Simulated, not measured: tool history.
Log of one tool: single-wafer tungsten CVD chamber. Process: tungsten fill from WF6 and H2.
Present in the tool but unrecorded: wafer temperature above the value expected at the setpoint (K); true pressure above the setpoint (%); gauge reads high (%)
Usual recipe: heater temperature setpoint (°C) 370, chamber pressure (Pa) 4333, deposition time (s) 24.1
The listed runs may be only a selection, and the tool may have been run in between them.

| run | day | heater temperature setpoint (°C) | chamber pressure (Pa) | deposition time (s) | wafers since the last listed run | hours since the last thermocouple change | hours since the last manometer calibration | hours since the showerhead was replaced | hours since the gauge calibration | read-back reference wafer on the same gauge, thickness_nm | mean film thickness on the monitor wafer (Å) |
|---|---|---|---|---|---|---|---|---|---|---|---|
| 1 | 0 | 370 | 4333 | 24.1 | 0 | 1746.2 | 1113.9 | 7633.1 | 522 | 48.841 | 448.15 |
| 2 | 1.108 | 370 | 4333 | 24.1 | 465 | 1772.8 | 1140.5 | 7659.7 | 548.6 | 48.721 | 449.12 |
| 3 | 6.529 | 370 | 4333 | 24.1 | 2276 | 1902.9 | 1270.6 | 7789.8 | 678.7 | 48.858 | 448.61 |
| 4 | 8.508 | 370 | 4333 | 24.1 | 831 | 1950.4 | 1318.1 | 7837.3 | 726.2 | 48.799 | 453.02 |
| 5 | 9.679 | 370 | 4333 | 24.1 | 491 | 1978.5 | 1346.2 | 7865.4 | 754.3 | 48.77 | 453.96 |
| 6 | 12.479 | 370 | 4333 | 24.1 | 1175 | 2045.7 | 1413.4 | 7932.6 | 821.5 | 48.837 | 448.57 |
| 7 | 13.579 | 370 | 4333 | 24.1 | 461 | 2072.1 | 1439.8 | 7959 | 847.9 | 48.742 | 452.59 |
| 8 | 15.304 | 370 | 4333 | 24.1 | 724 | 2113.5 | 1481.2 | 8000.4 | 889.3 | 48.753 | 451.81 |
|  | 17.654 | gauge calibrated |
| 9 | 17.996 | 370 | 4333 | 24.1 | 1130 | 2178.1 | 1545.8 | 8065 | 8.2 | 48.719 | 454.16 |
| 10 | 19.692 | 370 | 4333 | 24.1 | 712 | 2218.8 | 1586.5 | 8105.7 | 48.9 | 48.844 | 452.68 |
| 11 | 20.75 | 370 | 4333 | 24.1 | 444 | 2244.2 | 1611.9 | 8131.1 | 74.3 | 48.804 | 455.5 |
|  | 23.154 | showerhead replaced |
| 12 | 23.567 | 364 | 4333 | 24.1 | 1042 | 2311.8 | 1679.5 | 9.9 | 141.9 | 48.825 | 405.7 |

Forecast run 13:
| 13 | 25.104 | 381 | 4333 | 24.1 | 645 | 2348.7 | 1716.4 | 46.8 | 178.8 | ? | ? |

{"run 13": {"read-back reference wafer on the same gauge, thickness_nm": 48.786, "mean film thickness on the monitor wafer (Å)": 555.74}}
Without the tool's hidden state the same run would have given mean film thickness on the monitor wafer (Å) 541.34.
